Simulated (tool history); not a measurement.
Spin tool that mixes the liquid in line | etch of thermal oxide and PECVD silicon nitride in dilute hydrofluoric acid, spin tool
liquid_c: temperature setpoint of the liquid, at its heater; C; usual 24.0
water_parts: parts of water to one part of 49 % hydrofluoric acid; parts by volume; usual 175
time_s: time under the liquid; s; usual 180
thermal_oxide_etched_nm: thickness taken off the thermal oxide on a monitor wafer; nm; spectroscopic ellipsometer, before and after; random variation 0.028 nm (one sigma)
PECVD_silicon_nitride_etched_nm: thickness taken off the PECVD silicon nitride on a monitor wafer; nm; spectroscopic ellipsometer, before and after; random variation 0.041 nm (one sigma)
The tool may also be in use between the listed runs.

run,hour,liquid_c,water_parts,time_s,wafers since the last listed run,hours since the thermometer was replaced,hours since the hydrofluoric acid flow meter was replaced,hours since the gauge calibration,"read-back film thickness of the thermal oxide reference wafer, read on the same gauge (nm)","read-back film thickness of the PECVD silicon nitride reference wafer, read on the same gauge (nm)",thermal_oxide_etched_nm,PECVD_silicon_nitride_etched_nm
1,0.0,24.0,175,180,0,2441.7,1398.0,113.0,60.013,80.014,5.715,3.544
2,7.7,24.0,175,180,32,2449.4,1405.7,120.7,59.997,80.023,5.701,3.439
3,19.7,24.0,175,180,50,2461.4,1417.7,132.7,60.012,79.986,5.670,3.464
4,28.4,24.0,205,180,36,2470.1,1426.4,141.4,60.017,80.015,4.738,2.986
5,38.4,24.0,205,180,41,2480.1,1436.4,151.4,59.991,79.994,4.786,2.985
6,46.2,24.0,175,180,32,2487.9,1444.2,159.2,59.989,80.006,5.759,3.435
7,63.0,24.0,175,180,70,2504.7,1461.0,176.0,59.997,79.998,5.761,3.459
8,76.9,24.0,175,180,58,2518.6,1474.9,189.9,60.012,79.963,5.762,3.448
9,88.5,24.0,175,180,48,2530.2,1486.5,201.5,60.025,80.006,5.757,3.458
10,96.9,24.0,175,180,35,2538.6,1494.9,209.9,60.006,80.013,5.775,3.491
11,111.0,24.0,175,180,59,2552.7,1509.0,224.0,60.004,80.003,5.825,3.450
# hour 117.3: thermometer replaced
12,125.2,24.0,175,180,55,7.9,1523.2,238.2,59.987,79.992,5.855,3.482
13,135.5,24.0,175,120,43,18.2,1533.5,248.5,60.021,80.014,3.878,2.351
# hour 145.8: gauge calibrated
14,148.8,24.0,175,180,55,31.5,1546.8,3.0,60.005,80.003,5.815,3.494
15,158.4,22.0,175,265,40,41.1,1556.4,12.6,59.999,80.005,7.958,4.551
16,166.5,24.0,175,180,33,49.2,1564.5,20.7,59.978,80.013,5.813,3.565
17,182.4,24.0,200,105,66,65.1,1580.4,36.6,60.010,79.982,2.888,1.812
18,194.9,19.5,175,180,52,77.6,1592.9,49.1,60.024,79.987,4.891,2.583
19,201.5,22.0,175,265,27,84.2,1599.5,55.7,60.016,79.985,7.946,4.638
20,215.7,24.0,175,260,59,98.4,1613.7,69.9,59.979,80.000,8.378,5.070
21,228.3,24.0,175,180,52,111.0,1626.3,82.5,60.004,79.989,5.816,3.420
# hour 235.9: hydrofluoric acid flow meter replaced
22,244.2,26.5,175,235,62,126.9,8.3,98.4,60.010,79.962,7.253,4.662
23,257.0,28.0,175,180,53,139.7,21.1,111.2,59.987,80.029,5.814,3.975
24,274.3,19.0,250,240,72,157.0,38.4,128.5,59.991,79.976,3.636,2.102
25,282.7,24.0,175,180,35,165.4,46.8,136.9,60.005,79.981,5.066,3.071
26,297.8,24.0,175,115,63,180.5,61.9,152.0,59.997,79.988,3.190,1.958

The same runs without the tool's hidden state, with the same run-to-run variation:
The hidden state here: liquid colder than its thermometer reads (K); hydrofluoric acid flow above the setpoint (%); gauge reads high (%).
run,thermal_oxide_etched_nm,PECVD_silicon_nitride_etched_nm
1,5.007,3.174
2,4.991,3.078
3,4.959,3.097
4,4.129,2.668
5,4.167,2.665
6,5.024,3.065
7,5.019,3.083
8,5.014,3.070
9,5.004,3.076
10,5.017,3.104
11,5.053,3.064
12,5.073,3.089
13,3.357,2.084
14,5.028,3.094
15,6.883,4.032
16,5.019,3.153
17,2.483,1.601
18,4.222,2.285
19,6.847,4.096
20,7.202,4.468
21,4.994,3.011
22,7.225,4.647
23,5.783,3.958
24,3.611,2.091
25,5.027,3.052
26,3.161,1.943

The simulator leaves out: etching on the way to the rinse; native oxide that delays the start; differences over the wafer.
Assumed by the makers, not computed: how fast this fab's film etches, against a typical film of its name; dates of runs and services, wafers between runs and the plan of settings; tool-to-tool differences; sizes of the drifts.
